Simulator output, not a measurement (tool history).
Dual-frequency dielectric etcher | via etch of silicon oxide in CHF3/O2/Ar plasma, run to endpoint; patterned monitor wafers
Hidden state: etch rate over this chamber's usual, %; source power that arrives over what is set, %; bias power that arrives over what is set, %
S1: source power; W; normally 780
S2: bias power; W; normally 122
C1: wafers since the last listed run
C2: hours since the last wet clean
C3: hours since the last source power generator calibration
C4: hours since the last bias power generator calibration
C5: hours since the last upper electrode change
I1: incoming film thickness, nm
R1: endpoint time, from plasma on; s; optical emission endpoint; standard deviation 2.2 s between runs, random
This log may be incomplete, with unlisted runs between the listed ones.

run   hour   S1   S2   C1     C2      C3      C4      C5     I1     R1
  1    0.0  780  122    0  123.2  3163.1  2609.6  3326.1  580.4  294.9
  2   34.5  780  122  106  157.7  3197.6  2644.1  3360.6  573.5  290.3
  3   47.8  780  122   41  171.0  3210.9  2657.4  3373.9  581.6  296.0
  4   79.1  780  122   96  202.3  3242.2  2688.7  3405.2  570.2  291.9
  5  113.8  780  122  107  237.0  3276.9  2723.4  3439.9  578.8  302.1
  6  127.3  780  122   41  250.5  3290.4  2736.9  3453.4  573.9  299.0
  7  145.1  780  122   54  268.3  3308.2  2754.7  3471.2  576.4  298.0
  8  169.0  780  122   73  292.2  3332.1  2778.6  3495.1  572.0  296.0
  9  196.9  780  122   86  320.1  3360.0  2806.5  3523.0  569.5  297.2
 10  214.8  780  135   55  338.0  3377.9  2824.4  3540.9  575.7  290.7
 11  235.9  780  135   65  359.1  3399.0  2845.5  3562.0  578.0  290.3
 12  261.3  780  113   78  384.5  3424.4  2870.9  3587.4  575.2  307.4
 13  277.4  780  113   49  400.6  3440.5  2887.0  3603.5  575.2  306.9
 14  295.2  780  113   54  418.4  3458.3  2904.8  3621.3  575.5  306.3
 15  374.5  780  122  245  497.7  3537.6  2984.1  3700.6  575.4  306.1
     412.5  -- wet clean of the chamber
 16  413.0  780  122   44    0.5  3576.1  3022.6  3739.1  578.7  296.3
 17  413.4  670  108    1    0.9  3576.5  3023.0  3739.5  570.4  322.6
 18  431.8  840  122   56   19.3  3594.9  3041.4  3757.9  577.7  283.8
 19  447.8  780  122   49   35.3  3610.9  3057.4  3773.9  579.1  294.7
     482.0  -- upper electrode replaced
 20  483.7  780  122   36   71.2  3646.8  3093.3     1.7  575.4  293.2
     540.1  -- source power generator calibrated
 21  540.6  780  122  163  128.1     0.5  3150.2    58.6  581.0  299.3
 22  567.4  930  122   82  154.9    27.3  3177.0    85.4  566.6  271.4
 23  586.3  930  122   58  173.8    46.2  3195.9   104.3  576.4  275.0
 24  609.1  620  113   70  196.6    69.0  3218.7   127.1  569.4  336.8
 25  631.5  780  103   69  219.0    91.4  3241.1   149.5  575.7  306.9
 26  656.3  920  122   76  243.8   116.2  3265.9   174.3  572.1  273.9
     673.6  -- bias power generator calibrated
 27  700.3  940   99  123  287.8   160.2    26.7   218.3  573.5  286.0
 28  727.2  620  141   83  314.7   187.1    53.6   245.2  577.0  323.1
 29  756.1  600  152   89  343.6   216.0    82.5   274.1  575.4  325.8
 30  770.7  850  151   45  358.2   230.6    97.1   288.7  580.1  279.6
 31  804.7  710  130  105  392.2   264.6   131.1   322.7  578.8  316.0
 32  818.4  850  130   42  405.9   278.3   144.8   336.4  574.5  288.8
 33  849.2  710  122   95  436.7   309.1   175.6   367.2  574.3  319.6
 34  879.1  960  136   92  466.6   339.0   205.5   397.1  570.9  268.5
 35  893.3  780  122   43  480.8   353.2   219.7   411.3  574.1  309.9
 36  909.9  910   97   51  497.4   369.8   236.3   427.9  572.9  299.5

Forecast each of these 3 alternatives for the next run:
  A  910.4  780  122   1  497.9  370.3  236.8  428.4  575.2   ?
  B  910.4  680  113   1  497.9  370.3  236.8  428.4  575.2   ?
  C  910.4  780  133   1  497.9  370.3  236.8  428.4  575.2   ?

run     R1
  A  304.3
  B  330.2
  C  298.5
The same runs, with their run-to-run variation unchanged, on a tool lacking any hidden condition would have given:
run     R1
  A  290.4
  B  315.1
  C  284.9
